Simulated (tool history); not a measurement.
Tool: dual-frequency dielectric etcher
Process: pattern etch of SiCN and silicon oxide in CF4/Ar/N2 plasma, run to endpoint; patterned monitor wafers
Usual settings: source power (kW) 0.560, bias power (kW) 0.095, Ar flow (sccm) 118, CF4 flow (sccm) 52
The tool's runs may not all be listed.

run	hour	source power (kW)	bias power (kW)	Ar flow (sccm)	CF4 flow (sccm)	wafers since the last listed run	hours since the last wet clean	hours since the last source power generator calibration	hours since the last bias power generator calibration	hours since the last Ar flow controller change	hours since the last CF4 flow controller change	hours since the last upper electrode change	incoming incoming film thickness, nm	endpoint time (s)
1	0.0	0.460	0.095	118	46	0	501.5	321.0	2802.0	3015.1	3933.1	137.5	17.87	21.6
2	49.9	0.560	0.095	118	52	792	551.4	370.9	2851.9	3065.0	3983.0	187.4	17.89	17.0
# hour 97.1: CF4 flow controller replaced
3	115.1	0.520	0.095	92	47	939	616.6	436.1	2917.1	3130.2	18.0	252.6	17.84	17.5
4	174.4	0.560	0.088	118	42	941	675.9	495.4	2976.4	3189.5	77.3	311.9	17.85	17.8
# hour 230.8: wet clean of the chamber
5	231.3	0.560	0.095	118	52	522	0.5	552.3	3033.3	3246.4	134.2	368.8	18.06	17.0
6	261.0	0.560	0.095	144	52	471	30.2	582.0	3063.0	3276.1	163.9	398.5	18.06	17.8
7	319.1	0.560	0.095	89	52	922	88.3	640.1	3121.1	3334.2	222.0	456.6	17.96	15.8
8	390.9	0.500	0.095	118	52	1139	160.1	711.9	3192.9	3406.0	293.8	528.4	17.91	19.3
9	462.6	0.520	0.095	92	47	1138	231.8	783.6	3264.6	3477.7	365.5	600.1	17.89	17.4
# hour 471.1: bias power generator calibrated
10	539.5	0.430	0.102	118	52	1157	308.7	860.5	68.4	3554.6	442.4	677.0	18.04	23.0
11	581.2	0.630	0.095	138	52	661	350.4	902.2	110.1	3596.3	484.1	718.7	17.91	15.8
12	642.3	0.560	0.088	133	52	969	411.5	963.3	171.2	3657.4	545.2	779.8	17.94	18.2
13	719.9	0.460	0.095	128	42	1231	489.1	1040.9	248.8	3735.0	622.8	857.4	17.80	22.4
# hour 760.7: Ar flow controller replaced
# hour 801.9: wet clean of the chamber
14	824.8	0.560	0.095	118	52	1188	22.9	1145.8	353.7	64.1	727.7	962.3	17.77	16.7
15	948.4	0.560	0.107	110	43	1962	146.5	1269.4	477.3	187.7	851.3	1085.9	17.89	16.5
16	1009.9	0.450	0.082	143	52	976	208.0	1330.9	538.8	249.2	912.8	1147.4	17.99	24.0
17	1104.6	0.610	0.075	96	52	1503	302.7	1425.6	633.5	343.9	1007.5	1242.1	17.88	15.7
18	1170.9	0.560	0.095	118	52	1052	369.0	1491.9	699.8	410.2	1073.8	1308.4	17.85	16.9
19	1242.6	0.560	0.078	135	52	1138	440.7	1563.6	771.5	481.9	1145.5	1380.1	17.83	18.6
20	1299.8	0.560	0.095	118	52	907	497.9	1620.8	828.7	539.1	1202.7	1437.3	17.85	16.9
21	1369.1	0.560	0.095	138	52	1100	567.2	1690.1	898.0	608.4	1272.0	1506.6	17.80	17.6
22	1447.4	0.500	0.095	118	47	1242	645.5	1768.4	976.3	686.7	1350.3	1584.9	17.96	19.8
# hour 1524.9: wet clean of the chamber
23	1532.8	0.560	0.095	118	52	974	7.9	1853.8	1061.7	772.1	1435.7	1670.3	17.86	17.0
24	1593.7	0.500	0.095	118	47	966	68.8	1914.7	1122.6	833.0	1496.6	1731.2	17.79	19.5

Forecast each of these 4 alternatives for the next run:
A	1594.1	0.560	0.104	118	52	6	69.2	1915.1	1123.0	833.4	1497.0	1731.6	17.89	?
B	1594.1	0.480	0.095	118	52	6	69.2	1915.1	1123.0	833.4	1497.0	1731.6	17.89	?
C	1594.1	0.670	0.087	118	39	6	69.2	1915.1	1123.0	833.4	1497.0	1731.6	17.89	?
D	1594.1	0.560	0.109	118	52	6	69.2	1915.1	1123.0	833.4	1497.0	1731.6	17.89	?

run	endpoint time (s)
A	16.5
B	20.2
C	15.0
D	16.2
Without the tool's hidden state the same runs would have given:
run	endpoint time (s)
A	16.3
B	20.1
C	14.8
D	16.1
